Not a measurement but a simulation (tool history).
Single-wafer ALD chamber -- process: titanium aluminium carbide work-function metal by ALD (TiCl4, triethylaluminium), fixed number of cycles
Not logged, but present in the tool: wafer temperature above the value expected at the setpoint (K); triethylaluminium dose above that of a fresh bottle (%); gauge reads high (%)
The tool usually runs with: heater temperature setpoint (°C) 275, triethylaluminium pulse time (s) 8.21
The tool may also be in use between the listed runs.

| run | hour | heater temperature setpoint (°C) | triethylaluminium pulse time (s) | wafers since the last listed run | hours since the last thermocouple change | hours since the last triethylaluminium bottle change | hours since the showerhead was replaced | hours since the gauge calibration | read-back reference wafer on the same gauge, thickness_nm | mean film thickness on the monitor wafer (nm) |
|---|---|---|---|---|---|---|---|---|---|---|
| 1 | 0.0 | 275 | 8.21 | 0 | 1458.8 | 400.8 | 3739.5 | 1356.0 | 1.788 | 1.787 |
| 2 | 38.4 | 275 | 8.21 | 514 | 1497.2 | 439.2 | 3777.9 | 1394.4 | 1.789 | 1.784 |
| 3 | 103.5 | 275 | 5.70 | 871 | 1562.3 | 504.3 | 3843.0 | 1459.5 | 1.791 | 1.660 |
| 4 | 156.9 | 269 | 8.21 | 715 | 1615.7 | 557.7 | 3896.4 | 1512.9 | 1.790 | 1.724 |
| 5 | 183.6 | 275 | 8.21 | 357 | 1642.4 | 584.4 | 3923.1 | 1539.6 | 1.791 | 1.777 |
| 6 | 213.4 | 275 | 8.21 | 399 | 1672.2 | 614.2 | 3952.9 | 1569.4 | 1.792 | 1.782 |
| 7 | 261.8 | 275 | 8.21 | 648 | 1720.6 | 662.6 | 4001.3 | 1617.8 | 1.788 | 1.776 |
| 8 | 314.3 | 275 | 5.91 | 703 | 1773.1 | 715.1 | 4053.8 | 1670.3 | 1.793 | 1.659 |
| 9 | 378.3 | 275 | 5.91 | 857 | 1837.1 | 779.1 | 4117.8 | 1734.3 | 1.789 | 1.638 |
| 10 | 408.6 | 275 | 8.21 | 405 | 1867.4 | 809.4 | 4148.1 | 1764.6 | 1.790 | 1.767 |
| 11 | 458.3 | 275 | 8.21 | 665 | 1917.1 | 859.1 | 4197.8 | 1814.3 | 1.788 | 1.770 |
|  | 486.8 | thermocouple changed; heater temperature recalibrated |
| 12 | 518.1 | 275 | 8.21 | 693 | 31.3 | 918.9 | 4257.6 | 1874.1 | 1.789 | 1.761 |
| 13 | 556.1 | 275 | 8.21 | 508 | 69.3 | 956.9 | 4295.6 | 1912.1 | 1.790 | 1.761 |
|  | 564.9 | showerhead replaced |
| 14 | 622.6 | 275 | 5.91 | 783 | 135.8 | 1023.4 | 57.7 | 1978.6 | 1.789 | 1.629 |
| 15 | 686.3 | 275 | 5.86 | 853 | 199.5 | 1087.1 | 121.4 | 2042.3 | 1.789 | 1.601 |
| 16 | 712.5 | 285 | 8.21 | 350 | 225.7 | 1113.3 | 147.6 | 2068.5 | 1.790 | 1.833 |
| 17 | 754.6 | 266 | 10.59 | 563 | 267.8 | 1155.4 | 189.7 | 2110.6 | 1.788 | 1.742 |
| 18 | 823.9 | 275 | 8.21 | 928 | 337.1 | 1224.7 | 259.0 | 2179.9 | 1.789 | 1.739 |
|  | 881.4 | triethylaluminium bottle replaced |
| 19 | 885.9 | 284 | 11.14 | 723 | 399.1 | 4.5 | 321.0 | 2241.9 | 1.788 | 1.875 |
| 20 | 931.0 | 275 | 6.00 | 604 | 444.2 | 49.6 | 366.1 | 2287.0 | 1.790 | 1.537 |
| 21 | 980.4 | 284 | 5.74 | 661 | 493.6 | 99.0 | 415.5 | 2336.4 | 1.792 | 1.584 |
|  | 1000.9 | gauge calibrated |
| 22 | 1014.4 | 264 | 8.21 | 455 | 527.6 | 133.0 | 449.5 | 13.5 | 1.789 | 1.593 |
| 23 | 1046.1 | 270 | 9.25 | 424 | 559.3 | 164.7 | 481.2 | 45.2 | 1.790 | 1.688 |
| 24 | 1129.4 | 275 | 11.02 | 1115 | 642.6 | 248.0 | 564.5 | 128.5 | 1.789 | 1.789 |
| 25 | 1189.1 | 282 | 10.43 | 799 | 702.3 | 307.7 | 624.2 | 188.2 | 1.791 | 1.832 |
|  | 1234.2 | triethylaluminium bottle replaced, repeated, since the last time left the tool worse |
| 26 | 1239.0 | 271 | 6.82 | 561 | 752.2 | 4.8 | 674.1 | 238.1 | 1.793 | 1.693 |
| 27 | 1356.0 | 284 | 7.03 | 1567 | 869.2 | 121.8 | 791.1 | 355.1 | 1.788 | 1.824 |
| 28 | 1420.9 | 261 | 6.49 | 869 | 934.1 | 186.7 | 856.0 | 420.0 | 1.791 | 1.592 |
| 29 | 1458.4 | 275 | 6.02 | 502 | 971.6 | 224.2 | 893.5 | 457.5 | 1.787 | 1.678 |
| 30 | 1512.1 | 275 | 8.21 | 719 | 1025.3 | 277.9 | 947.2 | 511.2 | 1.791 | 1.787 |
| 31 | 1546.5 | 275 | 8.21 | 460 | 1059.7 | 312.3 | 981.6 | 545.6 | 1.791 | 1.788 |
| 32 | 1609.5 | 282 | 7.35 | 843 | 1122.7 | 375.3 | 1044.6 | 608.6 | 1.790 | 1.802 |
| 33 | 1680.8 | 275 | 8.21 | 955 | 1194.0 | 446.6 | 1115.9 | 679.9 | 1.790 | 1.784 |

What differs in the tool's unlogged condition from the final listed run ahead of each entry between runs to the first listed run following it?
Between runs 11 and 12: thermocouple changed; heater temperature recalibrated (hour 486.8)
  triethylaluminium dose above that of a fresh bottle (%): -9.05 -> -10.3
  the result without the hidden state subtracted from the measured one, mean film thickness on the monitor wafer (nm): -0.028 -> -0.032
Between runs 13 and 14: showerhead replaced (hour 564.9)
  triethylaluminium dose above that of a fresh bottle (%): -11.1 -> -12.6
  the result without the hidden state subtracted from the measured one, mean film thickness on the monitor wafer (nm): -0.035 -> -0.059
Between runs 18 and 19: triethylaluminium bottle replaced (hour 881.4)
  triethylaluminium dose above that of a fresh bottle (%): -17.7 -> -27.6
  the result without the hidden state subtracted from the measured one, mean film thickness on the monitor wafer (nm): -0.061 -> -0.069
Between runs 21 and 22: gauge calibrated (hour 1000.9)
  triethylaluminium dose above that of a fresh bottle (%): -27.7 -> -27.8
  the result without the hidden state subtracted from the measured one, mean film thickness on the monitor wafer (nm): -0.159 -> -0.103
Between runs 25 and 26: triethylaluminium bottle replaced, repeated, since the last time left the tool worse (hour 1234.2)
  triethylaluminium dose above that of a fresh bottle (%): -28.6 -> -1.79
  the result without the hidden state subtracted from the measured one, mean film thickness on the monitor wafer (nm): -0.083 -> -0.006
